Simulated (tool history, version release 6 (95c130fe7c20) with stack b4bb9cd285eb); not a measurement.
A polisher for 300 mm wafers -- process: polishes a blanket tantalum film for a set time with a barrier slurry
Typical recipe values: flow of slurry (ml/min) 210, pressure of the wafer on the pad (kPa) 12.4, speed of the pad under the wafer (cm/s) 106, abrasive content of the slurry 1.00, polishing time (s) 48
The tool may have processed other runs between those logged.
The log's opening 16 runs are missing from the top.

| run | hour | flow of slurry (ml/min) | pressure of the wafer on the pad (kPa) | speed of the pad under the wafer (cm/s) | abrasive content of the slurry | polishing time (s) | incoming thickness of the incoming film, nm | film removed (nm) |
|---|---|---|---|---|---|---|---|---|
|  | 1396.2 | slurry blender recalibrated |
| 17 | 1472.3 | 210 | 12.4 | 106 | 1.00 | 48 | 223.6 | 69.8 |
| 18 | 1560.6 | 210 | 14.5 | 78 | 1.00 | 48 | 218.2 | 63.4 |
| 19 | 1599.4 | 210 | 12.4 | 76 | 0.75 | 48 | 222.6 | 51.3 |
|  | 1622.2 | worn pad replaced by a new one |
| 20 | 1697.5 | 210 | 11.0 | 120 | 1.00 | 48 | 219.3 | 68.9 |
| 21 | 1784.5 | 210 | 12.4 | 84 | 1.00 | 48 | 221.7 | 60.3 |
| 22 | 1853.3 | 210 | 12.4 | 106 | 1.00 | 48 | 220.3 | 67.7 |
| 23 | 1938.3 | 210 | 12.4 | 132 | 1.00 | 48 | 218.8 | 78.9 |
| 24 | 1989.9 | 210 | 12.4 | 116 | 1.10 | 48 | 218.8 | 74.4 |
|  | 2021.5 | slurry nozzle cleaned |
| 25 | 2040.9 | 270 | 15.2 | 106 | 1.00 | 48 | 218.3 | 78.3 |
|  | 2093.0 | slurry blender recalibrated |
| 26 | 2101.0 | 210 | 12.4 | 134 | 1.00 | 62 | 218.4 | 101.1 |

Predict the results of run 27:
| 27 | 2173.2 | 210 | 12.4 | 106 | 1.00 | 48 | 217.4 | ? |

film removed (nm): 67.7
If the tool had no hidden condition, the same run with the same run-to-run variation would have returned film removed (nm) 69.9.

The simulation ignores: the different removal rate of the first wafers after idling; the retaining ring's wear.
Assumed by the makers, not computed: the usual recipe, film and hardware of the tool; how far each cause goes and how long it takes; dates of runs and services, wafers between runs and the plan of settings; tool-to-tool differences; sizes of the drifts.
